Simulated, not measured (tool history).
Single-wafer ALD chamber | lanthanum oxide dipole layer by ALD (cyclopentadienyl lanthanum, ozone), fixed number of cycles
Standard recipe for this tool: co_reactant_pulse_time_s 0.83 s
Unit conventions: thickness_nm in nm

| run | day | co_reactant_pulse_time_s | read-back reference wafer on the same gauge, thickness_nm | thickness_nm |
|---|---|---|---|---|
| 1 | 0.000 | 0.83 | 0.515 | 0.432 |
| 2 | 2.696 | 0.72 | 0.515 | 0.406 |
| 3 | 4.758 | 0.72 | 0.515 | 0.407 |
| 4 | 7.092 | 0.72 | 0.515 | 0.404 |
| 5 | 9.262 | 0.83 | 0.515 | 0.426 |
|  | 12.492 | showerhead replaced |
| 6 | 12.512 | 0.83 | 0.514 | 0.423 |
| 7 | 14.150 | 0.83 | 0.515 | 0.424 |
| 8 | 15.171 | 0.66 | 0.515 | 0.388 |
| 9 | 17.262 | 1.02 | 0.515 | 0.453 |
|  | 18.371 | gauge calibrated |
|  | 21.242 | thermocouple changed; heater temperature recalibrated |
|  | 23.438 | ozone generator serviced |
| 10 | 25.262 | 0.83 | 0.515 | 0.437 |
| 11 | 27.804 | 1.06 | 0.515 | 0.468 |
| 12 | 30.696 | 0.63 | 0.515 | 0.396 |
| 13 | 32.567 | 0.83 | 0.515 | 0.434 |
| 14 | 35.138 | 0.93 | 0.515 | 0.449 |

Branching from run 14: 4 alternative next runs. What would each branch give?
| A | 35.154 | 0.83 | ? | ? |
| B | 35.154 | 0.67 | ? | ? |
| C | 35.154 | 0.70 | ? | ? |
| D | 35.154 | 0.53 | ? | ? |

| run | read-back reference wafer on the same gauge, thickness_nm | thickness_nm |
|---|---|---|
| A | 0.515 | 0.439 |
| B | 0.515 | 0.409 |
| C | 0.515 | 0.415 |
| D | 0.515 | 0.375 |
Take away the tool's hidden state, keep each run's random variation, and the runs would have read:
| run | thickness_nm |
|---|---|
| A | 0.440 |
| B | 0.410 |
| C | 0.416 |
| D | 0.376 |

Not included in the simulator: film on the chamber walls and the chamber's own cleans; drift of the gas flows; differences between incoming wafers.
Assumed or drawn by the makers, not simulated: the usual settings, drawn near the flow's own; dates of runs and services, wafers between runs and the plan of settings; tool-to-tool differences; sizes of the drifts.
